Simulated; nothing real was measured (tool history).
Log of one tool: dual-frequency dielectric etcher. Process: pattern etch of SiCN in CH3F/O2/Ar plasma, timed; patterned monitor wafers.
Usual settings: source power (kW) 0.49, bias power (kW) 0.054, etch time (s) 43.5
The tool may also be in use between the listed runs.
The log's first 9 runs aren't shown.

| run | hour | source power (kW) | bias power (kW) | etch time (s) | read-back reference wafer on the same gauge, depth_nm | mean etch depth across the wafer (Å) |
|---|---|---|---|---|---|---|
| 10 | 756.2 | 0.41 | 0.061 | 36 | 13.49 | 125.5 |
| 11 | 802.5 | 0.49 | 0.054 | 37 | 13.5 | 134 |
| 12 | 910.1 | 0.49 | 0.054 | 43.5 | 13.51 | 157.7 |
| 13 | 948.5 | 0.49 | 0.066 | 47 | 13.49 | 186.2 |
| 14 | 1043.9 | 0.49 | 0.044 | 56 | 13.51 | 186 |
|  | 1121.4 | wet clean of the chamber |
| 15 | 1125.5 | 0.58 | 0.046 | 43.5 | 13.51 | 161.4 |
|  | 1136.7 | gauge calibrated |
| 16 | 1165 | 0.57 | 0.064 | 56 | 13.48 | 237.3 |
| 17 | 1216.7 | 0.49 | 0.054 | 47 | 13.49 | 170.5 |
| 18 | 1294.5 | 0.49 | 0.054 | 35.5 | 13.49 | 129.5 |
|  | 1305.6 | bias power generator calibrated |
| 19 | 1388.7 | 0.49 | 0.042 | 35.5 | 13.48 | 114.3 |
| 20 | 1478.2 | 0.49 | 0.054 | 54.5 | 13.49 | 199.9 |
| 21 | 1517.9 | 0.6 | 0.046 | 39 | 13.51 | 145.5 |
| 22 | 1589.8 | 0.58 | 0.054 | 43.5 | 13.47 | 175.4 |
|  | 1795.4 | wet clean of the chamber |
| 23 | 1848.7 | 0.49 | 0.054 | 39.5 | 13.49 | 144.7 |
| 24 | 1929.8 | 0.49 | 0.054 | 43.5 | 13.51 | 159.5 |
| 25 | 2012.4 | 0.49 | 0.05 | 37 | 13.49 | 131.4 |
| 26 | 2056.2 | 0.56 | 0.06 | 48 | 13.48 | 196.8 |

Run 27 comes next. What will it give?
| 27 | 2156.2 | 0.55 | 0.042 | 43.5 | ? | ? |

read-back reference wafer on the same gauge, depth_nm: 13.51
mean etch depth across the wafer (Å): 151.3
Without the tool's hidden state the same run would have given mean etch depth across the wafer (Å) 147.6.

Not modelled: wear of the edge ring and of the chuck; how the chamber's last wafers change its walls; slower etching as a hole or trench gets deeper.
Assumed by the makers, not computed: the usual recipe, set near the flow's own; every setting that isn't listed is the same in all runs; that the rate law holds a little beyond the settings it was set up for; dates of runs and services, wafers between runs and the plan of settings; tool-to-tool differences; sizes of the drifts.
